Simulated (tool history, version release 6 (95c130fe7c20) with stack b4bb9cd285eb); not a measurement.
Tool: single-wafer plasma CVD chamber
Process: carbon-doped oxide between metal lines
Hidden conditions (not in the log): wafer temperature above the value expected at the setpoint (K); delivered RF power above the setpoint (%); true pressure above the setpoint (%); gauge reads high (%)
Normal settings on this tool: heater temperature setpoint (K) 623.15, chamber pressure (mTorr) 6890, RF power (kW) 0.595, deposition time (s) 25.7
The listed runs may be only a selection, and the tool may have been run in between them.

run    hour  heater temperature setpoint (K)  chamber pressure (mTorr)  RF power (kW)  deposition time (s)  wafers since the last listed run  hours since the last thermocouple change  hours since the last RF generator calibration  hours since the last manometer calibration  hours since the showerhead was replaced  hours since the gauge calibration  read-back reference wafer on the same gauge, thickness_nm  mean film thickness on the monitor wafer (angstrom)
  1     0.0                           623.15                      6890          0.530                 28.7                                 0                                    1187.4                                         1472.8                                      1856.1                                   2993.9                              435.6                                                    182.018                                              1511.31
  2    34.9                           623.15                      6890          0.650                 25.7                              1025                                    1222.3                                         1507.7                                      1891.0                                   3028.8                              470.5                                                    181.919                                              1624.34
  3    68.3                           623.15                      6890          0.650                 25.7                               981                                    1255.7                                         1541.1                                      1924.4                                   3062.2                              503.9                                                    182.095                                              1621.00
  4   106.9                           623.15                      6890          0.650                 25.7                              1133                                    1294.3                                         1579.7                                      1963.0                                   3100.8                              542.5                                                    182.115                                              1623.00
  5   136.0                           628.15                      7410          0.595                 25.7                               854                                    1323.4                                         1608.8                                      1992.1                                   3129.9                              571.6                                                    182.037                                              1493.50
      165.6  -- gauge calibrated
  6   182.3                           618.15                      6890          0.595                 25.7                              1359                                    1369.7                                         1655.1                                      2038.4                                   3176.2                               16.7                                                    181.874                                              1525.11
  7   253.1                           618.15                      6890          0.595                 25.7                              2079                                    1440.5                                         1725.9                                      2109.2                                   3247.0                               87.5                                                    182.256                                              1516.13
  8   415.9                           618.15                      6890          0.595                 25.7                              4781                                    1603.3                                         1888.7                                      2272.0                                   3409.8                              250.3                                                    181.942                                              1507.68
  9   472.8                           623.15                      6890          0.595                 25.7                              1671                                    1660.2                                         1945.6                                      2328.9                                   3466.7                              307.2                                                    182.088                                              1489.51
 10   536.1                           634.15                      6890          0.595                 25.7                              1859                                    1723.5                                         2008.9                                      2392.2                                   3530.0                              370.5                                                    182.098                                              1448.36
 11   598.0                           634.15                      6890          0.595                 25.7                              1818                                    1785.4                                         2070.8                                      2454.1                                   3591.9                              432.4                                                    182.061                                              1441.02
      687.5  -- capacitance manometer re-zeroed and calibrated
 12   707.5                           630.15                      5920          0.595                 28.6                              2981                                    1894.9                                         2180.3                                        20.0                                   3701.4                              541.9                                                    181.966                                              1592.02
      715.5  -- thermocouple changed; heater temperature recalibrated
      715.7  -- gauge calibrated
 13   735.5                           623.15                      6890          0.595                 25.7                               587                                      20.0                                         2208.3                                        48.0                                   3729.4                               19.8                                                    182.014                                              1471.94
      768.6  -- RF generator calibrated
 14   790.6                           623.15                      6890          0.670                 29.9                              1383                                      75.1                                           22.0                                       103.1                                   3784.5                               74.9                                                    181.879                                              1973.92
      798.9  -- showerhead replaced
 15   816.3                           629.15                      7480          0.685                 23.1                               519                                     100.8                                           47.7                                       128.8                                     17.4                              100.6                                                    182.117                                              1539.72
 16   849.6                           616.15                      6890          0.520                 24.2                               978                                     134.1                                           81.0                                       162.1                                     50.7                              133.9                                                    181.912                                              1304.83
 17   897.9                           623.15                      5440          0.680                 27.6                              1418                                     182.4                                          129.3                                       210.4                                     99.0                              182.2                                                    182.004                                              1796.84
 18   938.4                           623.15                      8070          0.595                 20.6                              1189                                     222.9                                          169.8                                       250.9                                    139.5                              222.7                                                    181.997                                              1246.57
 19   970.2                           630.15                      6890          0.595                 25.7                               934                                     254.7                                          201.6                                       282.7                                    171.3                              254.5                                                    182.033                                              1503.22
 20  1031.6                           619.15                      6390          0.510                 22.4                              1803                                     316.1                                          263.0                                       344.1                                    232.7                              315.9                                                    181.940                                              1169.42
 21  1100.6                           627.15                      8160          0.685                 25.7                              2026                                     385.1                                          332.0                                       413.1                                    301.7                              384.9                                                    181.892                                              1726.21
 22  1163.7                           627.15                      8160          0.685                 25.7                              1853                                     448.2                                          395.1                                       476.2                                    364.8                              448.0                                                    181.963                                              1726.42
 23  1235.2                           623.15                      6890          0.595                 25.7                              2100                                     519.7                                          466.6                                       547.7                                    436.3                              519.5                                                    182.097                                              1526.97

Here are 4 independent what-if runs from the current tool condition. What would each one return?
  A  1235.6                           623.15                      6890          0.595                 25.7                                11                                     520.1                                          467.0                                       548.1                                    436.7                              519.9                                                          ?                                                    ?
  B  1235.6                           632.15                      5500          0.645                 23.4                                11                                     520.1                                          467.0                                       548.1                                    436.7                              519.9                                                          ?                                                    ?
  C  1235.6                           633.15                      6890          0.595                 30.1                                11                                     520.1                                          467.0                                       548.1                                    436.7                              519.9                                                          ?                                                    ?
  D  1235.6                           613.15                      5670          0.495                 25.7                                11                                     520.1                                          467.0                                       548.1                                    436.7                              519.9                                                          ?                                                    ?

run  read-back reference wafer on the same gauge, thickness_nm  mean film thickness on the monitor wafer (angstrom)
  A                                                    182.003                                              1532.61
  B                                                    182.003                                              1430.69
  C                                                    182.003                                              1747.72
  D                                                    182.003                                              1300.58
With no hidden state in the tool, these same runs would have given:
run  mean film thickness on the monitor wafer (angstrom)
  A                                              1537.41
  B                                              1435.08
  C                                              1753.19
  D                                              1305.51
